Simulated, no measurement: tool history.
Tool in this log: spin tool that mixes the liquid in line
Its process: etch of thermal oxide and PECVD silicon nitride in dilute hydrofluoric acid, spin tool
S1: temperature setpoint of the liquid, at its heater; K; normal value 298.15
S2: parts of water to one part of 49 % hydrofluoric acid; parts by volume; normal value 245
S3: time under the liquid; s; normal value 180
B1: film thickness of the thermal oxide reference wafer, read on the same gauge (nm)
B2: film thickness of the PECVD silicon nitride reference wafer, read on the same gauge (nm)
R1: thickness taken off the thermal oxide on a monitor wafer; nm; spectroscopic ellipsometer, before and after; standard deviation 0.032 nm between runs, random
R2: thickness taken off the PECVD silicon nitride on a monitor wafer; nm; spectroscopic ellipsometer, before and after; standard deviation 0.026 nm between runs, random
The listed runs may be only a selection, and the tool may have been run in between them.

run,hour,S1,S2,S3,B1,B2,R1,R2
1,0.0,298.15,245,180,140.018,29.997,2.696,1.545
2,60.2,298.15,245,180,139.993,29.976,2.635,1.569
# hour 186.0: hydrofluoric acid flow meter replaced
3,208.9,298.15,245,180,139.984,30.013,2.981,1.692
# hour 277.8: thermometer replaced
4,287.6,296.65,245,180,139.993,30.025,2.767,1.521
5,380.7,296.65,245,180,139.989,30.008,2.689,1.540
6,457.5,296.65,245,180,139.981,30.009,2.766,1.544
7,602.4,301.15,245,180,140.009,30.017,3.164,1.967
8,813.2,301.15,245,180,139.945,29.987,3.179,1.950
9,910.2,298.15,245,180,140.042,29.974,2.816,1.587
10,963.2,298.15,245,180,140.002,30.034,2.791,1.596
# hour 1004.0: gauge calibrated
11,1027.2,298.15,245,180,139.966,29.989,2.780,1.638
# hour 1075.4: thermometer replaced
12,1126.5,298.15,245,180,140.026,30.028,2.694,1.613
13,1195.4,298.15,245,180,139.958,30.002,2.717,1.594
14,1261.7,298.15,245,180,140.010,29.981,2.721,1.576
15,1344.6,298.15,185,275,140.014,30.018,5.865,3.079
16,1435.1,302.15,175,180,139.997,29.992,4.668,2.801
# hour 1502.0: hydrofluoric acid flow meter replaced
17,1504.2,298.15,195,220,139.996,29.991,4.817,2.619

Expected results for the next run?
18,1540.7,300.65,320,100,?,?,?,?

B1: 139.981
B2: 29.985
R1: 1.254 nm
R2: 0.813 nm
The same run, on a tool lacking any hidden state, would have yielded R1 1.258 nm, R2 0.815 nm.
